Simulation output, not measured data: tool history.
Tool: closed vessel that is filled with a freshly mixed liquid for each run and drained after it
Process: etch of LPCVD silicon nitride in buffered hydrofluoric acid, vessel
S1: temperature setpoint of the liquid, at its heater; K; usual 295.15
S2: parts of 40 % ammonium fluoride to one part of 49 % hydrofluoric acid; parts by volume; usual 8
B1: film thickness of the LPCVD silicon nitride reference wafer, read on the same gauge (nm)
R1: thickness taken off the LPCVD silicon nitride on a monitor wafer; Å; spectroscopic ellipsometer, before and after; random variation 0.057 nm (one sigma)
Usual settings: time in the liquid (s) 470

{"run": 1, "hour": 0.0, "S1": 291.65, "S2": 5.5, "time in the liquid (s)": 470, "B1": 79.99, "R1": 91.4}
{"run": 2, "hour": 32.1, "S1": 291.65, "S2": 5.5, "time in the liquid (s)": 470, "B1": 80, "R1": 93.3}
{"run": 3, "hour": 67.3, "S1": 291.65, "S2": 5.5, "time in the liquid (s)": 470, "B1": 79.96, "R1": 93.8}
{"run": 4, "hour": 86.0, "S1": 295.15, "S2": 8, "time in the liquid (s)": 470, "B1": 80, "R1": 78.8}
{"run": 5, "hour": 134.5, "S1": 297.65, "S2": 8, "time in the liquid (s)": 565, "B1": 80.02, "R1": 112.2}
{"run": 6, "hour": 155.6, "S1": 295.15, "S2": 8, "time in the liquid (s)": 650, "B1": 80.01, "R1": 113.1}
{"run": 7, "hour": 172.1, "S1": 295.15, "S2": 8, "time in the liquid (s)": 650, "B1": 79.99, "R1": 97.8}
{"run": 8, "hour": 185.8, "S1": 295.15, "S2": 8, "time in the liquid (s)": 650, "B1": 79.98, "R1": 96.7}
{"run": 9, "hour": 207.4, "S1": 291.65, "S2": 9, "time in the liquid (s)": 275, "B1": 80, "R1": 29.9}
{"run": 10, "hour": 223.7, "S1": 295.15, "S2": 8, "time in the liquid (s)": 470, "B1": 79.99, "R1": 70.7}
{"run": 11, "hour": 254.2, "S1": 293.15, "S2": 5.5, "time in the liquid (s)": 470, "B1": 79.99, "R1": 90.6}
{"run": 12, "hour": 269.6, "S1": 292.15, "S2": 6, "time in the liquid (s)": 250, "B1": 79.99, "R1": 42.5}
{"run": 13, "hour": 288.4, "S1": 295.15, "S2": 9, "time in the liquid (s)": 565, "B1": 79.98, "R1": 74.9}
{"run": 14, "hour": 321.5, "S1": 292.65, "S2": 10, "time in the liquid (s)": 470, "B1": 80.02, "R1": 52}
{"run": 15, "hour": 355.0, "S1": 298.65, "S2": 9.5, "time in the liquid (s)": 625, "B1": 80.03, "R1": 98.3}
{"run": 16, "hour": 383.6, "S1": 295.15, "S2": 10, "time in the liquid (s)": 735, "B1": 79.97, "R1": 93.7}
{"run": 17, "hour": 407.5, "S1": 295.15, "S2": 9, "time in the liquid (s)": 470, "B1": 80.02, "R1": 63.3}

Taken out of this log: 3 entries between the listed runs. Where each belongs, and how the hidden state differs across it:
Between runs 6 and 7: thermometer replaced (hour 160.7)
  liquid hotter than its thermometer reads (K): 2.71 -> 0.1
  measured less the result without the state, R1: +15.6 -> +0.5 Å
Between runs 10 and 11: hydrofluoric acid flow meter replaced (hour 252.4)
  liquid hotter than its thermometer reads (K): 0.251 -> 0.34
  measured less the result without the state, R1: +1 -> +1.7 Å
Between runs 13 and 14: gauge calibrated (hour 300.8)
  liquid hotter than its thermometer reads (K): 0.441 -> 0.538
  measured less the result without the state, R1: +1.8 -> +1.6 Å
